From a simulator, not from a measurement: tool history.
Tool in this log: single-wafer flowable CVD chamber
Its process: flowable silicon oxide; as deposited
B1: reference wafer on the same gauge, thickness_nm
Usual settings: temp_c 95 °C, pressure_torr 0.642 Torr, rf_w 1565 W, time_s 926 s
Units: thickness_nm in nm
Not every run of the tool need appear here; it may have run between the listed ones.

{"run": 1, "hour": 0.0, "temp_c": 95, "pressure_torr": 0.642, "rf_w": 1565, "time_s": 926, "B1": 504.465, "thickness_nm": 510.568}
{"run": 2, "hour": 203.6, "temp_c": 95, "pressure_torr": 0.642, "rf_w": 1565, "time_s": 926, "B1": 503.43, "thickness_nm": 517.312}
{"run": 3, "hour": 299.2, "temp_c": 95, "pressure_torr": 0.642, "rf_w": 1565, "time_s": 926, "B1": 504.064, "thickness_nm": 517.829}
{"run": 4, "hour": 342.8, "temp_c": 95, "pressure_torr": 0.642, "rf_w": 1565, "time_s": 926, "B1": 503.494, "thickness_nm": 517.25}
{"hour": 364.6, "done": "capacitance manometer re-zeroed and calibrated"}
{"run": 5, "hour": 423.8, "temp_c": 95, "pressure_torr": 0.642, "rf_w": 1565, "time_s": 926, "B1": 504.388, "thickness_nm": 509.065}
{"run": 6, "hour": 520.5, "temp_c": 95, "pressure_torr": 0.642, "rf_w": 1565, "time_s": 926, "B1": 505.527, "thickness_nm": 514.548}
{"run": 7, "hour": 561.9, "temp_c": 95, "pressure_torr": 0.571, "rf_w": 1565, "time_s": 926, "B1": 504.541, "thickness_nm": 470.705}
{"run": 8, "hour": 618.1, "temp_c": 95, "pressure_torr": 0.571, "rf_w": 1565, "time_s": 926, "B1": 503.197, "thickness_nm": 474.092}
{"run": 9, "hour": 715.2, "temp_c": 95, "pressure_torr": 0.642, "rf_w": 1565, "time_s": 926, "B1": 503.813, "thickness_nm": 514.723}
{"hour": 741.0, "done": "gauge calibrated"}
{"hour": 764.6, "done": "thermocouple changed; heater temperature recalibrated"}
{"run": 10, "hour": 809.7, "temp_c": 95, "pressure_torr": 0.687, "rf_w": 1295, "time_s": 926, "B1": 503.584, "thickness_nm": 484.326}
{"hour": 869.2, "done": "RF generator calibrated"}
{"hour": 1019.0, "done": "showerhead replaced"}
{"run": 11, "hour": 1116.8, "temp_c": 95, "pressure_torr": 0.642, "rf_w": 1565, "time_s": 926, "B1": 503.869, "thickness_nm": 489.384}
{"run": 12, "hour": 1195.8, "temp_c": 104, "pressure_torr": 0.642, "rf_w": 1315, "time_s": 1107, "B1": 505.635, "thickness_nm": 398.185}
{"run": 13, "hour": 1257.9, "temp_c": 95, "pressure_torr": 0.792, "rf_w": 1565, "time_s": 848, "B1": 504.645, "thickness_nm": 526.859}
{"run": 14, "hour": 1356.9, "temp_c": 95, "pressure_torr": 0.598, "rf_w": 1565, "time_s": 926, "B1": 503.168, "thickness_nm": 468.286}
{"hour": 1379.1, "done": "capacitance manometer re-zeroed and calibrated"}
{"run": 15, "hour": 1394.4, "temp_c": 95, "pressure_torr": 0.642, "rf_w": 1340, "time_s": 926, "B1": 504.266, "thickness_nm": 466.203}
{"run": 16, "hour": 1488.0, "temp_c": 95, "pressure_torr": 0.642, "rf_w": 1565, "time_s": 926, "B1": 503.946, "thickness_nm": 487.98}
{"run": 17, "hour": 1584.8, "temp_c": 95, "pressure_torr": 0.702, "rf_w": 1400, "time_s": 742, "B1": 503.9, "thickness_nm": 408.703}
{"run": 18, "hour": 1908.4, "temp_c": 95, "pressure_torr": 0.642, "rf_w": 1565, "time_s": 926, "B1": 504.424, "thickness_nm": 491.185}
{"run": 19, "hour": 1985.2, "temp_c": 95, "pressure_torr": 0.642, "rf_w": 1340, "time_s": 926, "B1": 503.024, "thickness_nm": 473.338}
{"hour": 2045.1, "done": "RF generator calibrated"}
{"run": 20, "hour": 2088.4, "temp_c": 90, "pressure_torr": 0.544, "rf_w": 1725, "time_s": 926, "B1": 504.422, "thickness_nm": 541.299}
{"run": 21, "hour": 2182.1, "temp_c": 95, "pressure_torr": 0.571, "rf_w": 1565, "time_s": 926, "B1": 503.734, "thickness_nm": 460.296}
{"run": 22, "hour": 2433.8, "temp_c": 95, "pressure_torr": 0.642, "rf_w": 1415, "time_s": 926, "B1": 503.779, "thickness_nm": 491.244}
{"hour": 2475.8, "done": "capacitance manometer re-zeroed and calibrated"}
{"run": 23, "hour": 2502.5, "temp_c": 99, "pressure_torr": 0.642, "rf_w": 1565, "time_s": 926, "B1": 503.431, "thickness_nm": 431.298}
{"run": 24, "hour": 2579.6, "temp_c": 82, "pressure_torr": 0.642, "rf_w": 1565, "time_s": 926, "B1": 504.632, "thickness_nm": 787.642}
{"run": 25, "hour": 2637.2, "temp_c": 109, "pressure_torr": 0.642, "rf_w": 1565, "time_s": 855, "B1": 503.255, "thickness_nm": 271.053}
{"run": 26, "hour": 2737.2, "temp_c": 82, "pressure_torr": 0.572, "rf_w": 1700, "time_s": 986, "B1": 503.808, "thickness_nm": 780.564}
{"run": 27, "hour": 2794.2, "temp_c": 95, "pressure_torr": 0.642, "rf_w": 1400, "time_s": 926, "B1": 504.332, "thickness_nm": 492.764}
{"run": 28, "hour": 2858.8, "temp_c": 80, "pressure_torr": 0.642, "rf_w": 1565, "time_s": 926, "B1": 504.299, "thickness_nm": 837.483}

What would each run have given without the hidden state, its run-to-run variation left as it was?
The hidden state here: wafer temperature above the value expected at the setpoint (K); delivered RF power above the setpoint (%); true pressure above the setpoint (%); gauge reads high (%).
run=1 thickness_nm=477.319
run=2 thickness_nm=479.933
run=3 thickness_nm=478.688
run=4 thickness_nm=477.37
run=5 thickness_nm=478.753
run=6 thickness_nm=482.141
run=7 thickness_nm=440.328
run=8 thickness_nm=442.537
run=9 thickness_nm=478.766
run=10 thickness_nm=478.711
run=11 thickness_nm=478.162
run=12 thickness_nm=387.885
run=13 thickness_nm=512.135
run=14 thickness_nm=453.445
run=15 thickness_nm=459.381
run=16 thickness_nm=479.143
run=17 thickness_nm=399.84
run=18 thickness_nm=474.709
run=19 thickness_nm=456.14
run=20 thickness_nm=521.252
run=21 thickness_nm=440.09
run=22 thickness_nm=465.478
run=23 thickness_nm=414.263
run=24 thickness_nm=759.958
run=25 thickness_nm=259.265
run=26 thickness_nm=749.01
run=27 thickness_nm=467.686
run=28 thickness_nm=801.033
